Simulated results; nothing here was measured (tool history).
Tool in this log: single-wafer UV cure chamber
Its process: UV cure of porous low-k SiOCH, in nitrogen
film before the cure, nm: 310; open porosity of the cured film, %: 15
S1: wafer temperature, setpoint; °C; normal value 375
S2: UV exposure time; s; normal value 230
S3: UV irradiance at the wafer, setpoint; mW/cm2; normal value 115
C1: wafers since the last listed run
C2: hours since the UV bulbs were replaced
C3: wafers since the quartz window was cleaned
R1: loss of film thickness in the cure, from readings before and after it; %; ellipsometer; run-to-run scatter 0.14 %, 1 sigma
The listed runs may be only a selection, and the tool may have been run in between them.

run 1 hour=0.0 | S1=375 S2=230 S3=115 | C1=0 C2=1925.5 C3=1277 | R1=7.950
run 2 hour=65.0 | S1=375 S2=230 S3=103 | C1=331 C2=1990.5 C3=1609 | R1=7.368
run 3 hour=108.7 | S1=375 S2=230 S3=103 | C1=222 C2=2034.2 C3=1832 | R1=7.445
-- hour=125.0 quartz window cleaned
run 4 hour=201.3 | S1=375 S2=230 S3=115 | C1=431 C2=2126.8 C3=389 | R1=8.221
run 5 hour=242.8 | S1=375 S2=185 S3=115 | C1=211 C2=2168.3 C3=600 | R1=7.168
run 6 hour=319.5 | S1=375 S2=185 S3=115 | C1=391 C2=2245.0 C3=992 | R1=7.101
run 7 hour=407.8 | S1=375 S2=155 S3=115 | C1=450 C2=2333.3 C3=1442 | R1=6.407
run 8 hour=444.8 | S1=375 S2=155 S3=115 | C1=188 C2=2370.3 C3=1631 | R1=6.280
-- hour=494.2 quartz window cleaned
run 9 hour=652.2 | S1=386 S2=230 S3=115 | C1=1016 C2=2577.7 C3=805 | R1=8.068
run 10 hour=701.4 | S1=386 S2=230 S3=115 | C1=250 C2=2626.9 C3=1056 | R1=7.676
-- hour=753.6 UV bulbs replaced
run 11 hour=760.5 | S1=386 S2=230 S3=115 | C1=260 C2=6.9 C3=1317 | R1=8.988
run 12 hour=807.3 | S1=375 S2=230 S3=115 | C1=238 C2=53.7 C3=1555 | R1=8.729
-- hour=824.8 quartz window cleaned
run 13 hour=898.4 | S1=375 S2=230 S3=115 | C1=423 C2=144.8 C3=375 | R1=8.940
run 14 hour=979.9 | S1=375 S2=230 S3=115 | C1=415 C2=226.3 C3=790 | R1=8.767
run 15 hour=1033.0 | S1=364 S2=300 S3=115 | C1=270 C2=279.4 C3=1061 | R1=9.703
run 16 hour=1078.2 | S1=385 S2=275 S3=115 | C1=230 C2=324.6 C3=1292 | R1=9.482
run 17 hour=1135.7 | S1=375 S2=350 S3=115 | C1=293 C2=382.1 C3=1585 | R1=10.207
-- hour=1169.6 quartz window cleaned
run 18 hour=1189.2 | S1=385 S2=185 S3=130 | C1=232 C2=435.6 C3=100 | R1=8.835
run 19 hour=1280.7 | S1=375 S2=150 S3=115 | C1=466 C2=527.1 C3=566 | R1=7.127
run 20 hour=1368.7 | S1=382 S2=130 S3=139 | C1=448 C2=615.1 C3=1015 | R1=7.169
run 21 hour=1436.3 | S1=375 S2=230 S3=115 | C1=344 C2=682.7 C3=1360 | R1=8.411
run 22 hour=1500.9 | S1=375 S2=150 S3=115 | C1=329 C2=747.3 C3=1689 | R1=6.700
-- hour=1542.4 quartz window cleaned
run 23 hour=1585.9 | S1=387 S2=230 S3=127 | C1=392 C2=832.3 C3=221 | R1=9.361
run 24 hour=1628.7 | S1=375 S2=305 S3=152 | C1=218 C2=875.1 C3=439 | R1=10.608
run 25 hour=1724.9 | S1=365 S2=290 S3=141 | C1=490 C2=971.3 C3=930 | R1=9.689
run 26 hour=1764.5 | S1=375 S2=355 S3=143 | C1=201 C2=1010.9 C3=1132 | R1=10.834

Forecast each of these 4 alternatives for the next run:
run A hour=1765.0 | S1=375 S2=230 S3=115 | C1=2 C2=1011.4 C3=1134 | R1=?
run B hour=1765.0 | S1=375 S2=230 S3=78 | C1=2 C2=1011.4 C3=1134 | R1=?
run C hour=1765.0 | S1=385 S2=230 S3=149 | C1=2 C2=1011.4 C3=1134 | R1=?
run D hour=1765.0 | S1=375 S2=285 S3=97 | C1=2 C2=1011.4 C3=1134 | R1=?

run=A R1=8.183
run=B R1=6.793
run=C R1=9.310
run=D R1=8.346
Stripped of hidden state, with their random variation kept, the same runs would have yielded:
run=A R1=9.769
run=B R1=8.295
run=C R1=10.956
run=D R1=9.942

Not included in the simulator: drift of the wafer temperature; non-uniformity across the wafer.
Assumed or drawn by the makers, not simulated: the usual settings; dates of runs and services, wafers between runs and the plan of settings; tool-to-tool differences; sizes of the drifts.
